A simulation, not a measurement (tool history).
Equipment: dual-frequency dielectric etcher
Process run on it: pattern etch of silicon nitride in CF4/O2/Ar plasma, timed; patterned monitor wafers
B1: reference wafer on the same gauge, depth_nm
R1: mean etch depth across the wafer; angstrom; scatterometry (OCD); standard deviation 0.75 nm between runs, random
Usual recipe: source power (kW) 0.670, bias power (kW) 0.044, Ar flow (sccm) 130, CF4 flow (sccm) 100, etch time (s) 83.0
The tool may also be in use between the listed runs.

Run 1, hour 0.0: usual settings but etch time (s) 72.5; B1 184.9. Result: R1 1636 angstrom.
Run 2, hour 7.2: usual settings but etch time (s) 72.5; B1 185.0. Result: R1 1637 angstrom.
Run 3, hour 15.8: usual settings but etch time (s) 72.5; B1 185.1. Result: R1 1631 angstrom.
Run 4, hour 30.6: usual settings but etch time (s) 65.5; B1 184.9. Result: R1 1470 angstrom.
Run 5, hour 39.6: usual settings but etch time (s) 65.5; B1 185.1. Result: R1 1459 angstrom.
At hour 66.7: wet clean of the chamber.
Run 6, hour 67.2: usual settings; B1 185.0. Result: R1 1952 angstrom.
Run 7, hour 67.5: usual settings; B1 185.0. Result: R1 1954 angstrom.
Run 8, hour 70.9: usual settings; B1 185.2. Result: R1 1947 angstrom.
Run 9, hour 83.0: usual settings but source power (kW) 0.540, Ar flow (sccm) 137; B1 185.0. Result: R1 1551 angstrom.
Run 10, hour 93.1: usual settings; B1 184.8. Result: R1 1958 angstrom.
At hour 101.3: bias power generator calibrated.
Run 11, hour 101.8: usual settings but CF4 flow (sccm) 85, etch time (s) 99.5; B1 185.0. Result: R1 2275 angstrom.
Run 12, hour 119.2: usual settings but bias power (kW) 0.053; B1 185.2. Result: R1 2090 angstrom.
At hour 126.4: CF4 flow controller replaced.
At hour 149.5: upper electrode replaced.
At hour 153.3: Ar flow controller replaced.
Run 13, hour 153.8: usual settings but source power (kW) 0.550, bias power (kW) 0.036, CF4 flow (sccm) 79; B1 184.9. Result: R1 1417 angstrom.
Run 14, hour 154.1: usual settings but etch time (s) 65.5; B1 185.1. Result: R1 1534 angstrom.
Run 15, hour 154.5: usual settings but source power (kW) 0.810, bias power (kW) 0.037, Ar flow (sccm) 153, etch time (s) 65.5; B1 185.0. Result: R1 1713 angstrom.
Run 16, hour 154.8: usual settings; B1 185.0. Result: R1 1947 angstrom.
At hour 168.2: gauge calibrated.
At hour 170.1: source power generator calibrated.
Run 17, hour 170.6: usual settings but Ar flow (sccm) 107, etch time (s) 72.0; B1 185.2. Result: R1 1729 angstrom.
Run 18, hour 172.7: usual settings but source power (kW) 0.790, CF4 flow (sccm) 81; B1 185.0. Result: R1 2221 angstrom.
Run 19, hour 203.9: usual settings but bias power (kW) 0.047, etch time (s) 60.0; B1 185.0. Result: R1 1435 angstrom.
Run 20, hour 216.3: usual settings but bias power (kW) 0.048, etch time (s) 96.5; B1 184.8. Result: R1 2319 angstrom.
Run 21, hour 225.3: usual settings but Ar flow (sccm) 158; B1 185.1. Result: R1 1899 angstrom.

How would selected steps in R1 from run to run divide? Give the signed amount a tool lacking its hidden state would still show from settings, what came in and random variation, and the signed amount left for the hidden state, including any gauge scatter that is not in both of the compared results.
Unlogged tool condition in this case: etch rate over this chamber's usual, %; source power that arrives over what is set, %; bias power that arrives over what is set, %; Ar flow that arrives over what is set, %; CF4 flow that arrives over what is set, %; gauge reads high (%).
Run 5 -> 6: etch time (s) 65.5 -> 83.0, wet clean of the chamber. R1 +493 angstrom: hidden state +83, all else +410.
Run 18 -> 19: source power (kW) 0.790 -> 0.670, bias power (kW) 0.044 -> 0.047, CF4 flow (sccm) 81 -> 100, etch time (s) 83.0 -> 60.0. R1 -786 angstrom: hidden state +3, all else -789.
Run 19 -> 20: bias power (kW) 0.047 -> 0.048, etch time (s) 60.0 -> 96.5. R1 +884 angstrom: hidden state -12, all else +896.

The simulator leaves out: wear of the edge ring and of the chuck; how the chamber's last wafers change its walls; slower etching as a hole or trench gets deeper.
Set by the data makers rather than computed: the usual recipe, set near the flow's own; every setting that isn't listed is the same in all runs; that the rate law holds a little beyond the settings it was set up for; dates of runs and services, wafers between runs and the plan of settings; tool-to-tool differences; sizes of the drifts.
